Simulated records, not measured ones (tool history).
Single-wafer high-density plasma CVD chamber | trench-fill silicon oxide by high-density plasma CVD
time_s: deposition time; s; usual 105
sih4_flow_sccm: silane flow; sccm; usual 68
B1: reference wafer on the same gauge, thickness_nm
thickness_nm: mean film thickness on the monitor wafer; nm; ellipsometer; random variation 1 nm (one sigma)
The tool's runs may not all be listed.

Run 1, day 0.000: usual settings; B1 765.416. Result: thickness_nm 652.099 nm.
Run 2, day 0.500: usual settings but time_s 118 s, sih4_flow_sccm 72 sccm; B1 764.317. Result: thickness_nm 774.759 nm.
Run 3, day 0.804: usual settings but time_s 118 s, sih4_flow_sccm 72 sccm; B1 765.112. Result: thickness_nm 776.448 nm.
At day 1.004: gauge calibrated.
Run 4, day 1.288: usual settings but time_s 118 s, sih4_flow_sccm 72 sccm; B1 764.796. Result: thickness_nm 774.372 nm.
Run 5, day 1.567: usual settings but time_s 96 s; B1 765.098. Result: thickness_nm 596.495 nm.
Run 6, day 2.083: usual settings; B1 764.641. Result: thickness_nm 651.924 nm.
Run 7, day 2.429: usual settings; B1 765.290. Result: thickness_nm 650.783 nm.
Run 8, day 2.746: usual settings; B1 765.134. Result: thickness_nm 650.312 nm.
Run 9, day 3.200: usual settings but time_s 100 s, sih4_flow_sccm 63 sccm; B1 765.036. Result: thickness_nm 571.938 nm.
At day 3.762: silane flow controller replaced.
Run 10, day 3.783: usual settings but time_s 85 s, sih4_flow_sccm 60 sccm; B1 764.714. Result: thickness_nm 494.693 nm.
Run 11, day 3.892: usual settings but sih4_flow_sccm 62 sccm; B1 764.987. Result: thickness_nm 630.309 nm.
At day 4.167: gauge calibrated.
Run 12, day 4.358: usual settings but time_s 100 s; B1 764.896. Result: thickness_nm 658.421 nm.
Run 13, day 4.771: usual settings; B1 765.071. Result: thickness_nm 692.306 nm.
Run 14, day 5.358: usual settings but time_s 124 s, sih4_flow_sccm 80 sccm; B1 765.168. Result: thickness_nm 960.318 nm.
Run 15, day 5.817: usual settings; B1 765.228. Result: thickness_nm 688.676 nm.

Forecast each of these 3 alternatives for the next run:
Run A, day 5.833: usual settings but sih4_flow_sccm 81 sccm; B1 ?. Result: thickness_nm ?.
Run B, day 5.833: usual settings but time_s 115 s; B1 ?. Result: thickness_nm ?.
Run C, day 5.833: usual settings but time_s 118 s, sih4_flow_sccm 76 sccm; B1 ?. Result: thickness_nm ?.

run       B1  thickness_nm
  A  765.172       824.412
  B  765.172       758.013
  C  765.172       869.292
Without the tool's hidden state the same runs would have given:
run  thickness_nm
  A       829.361
  B       762.564
  C       874.511
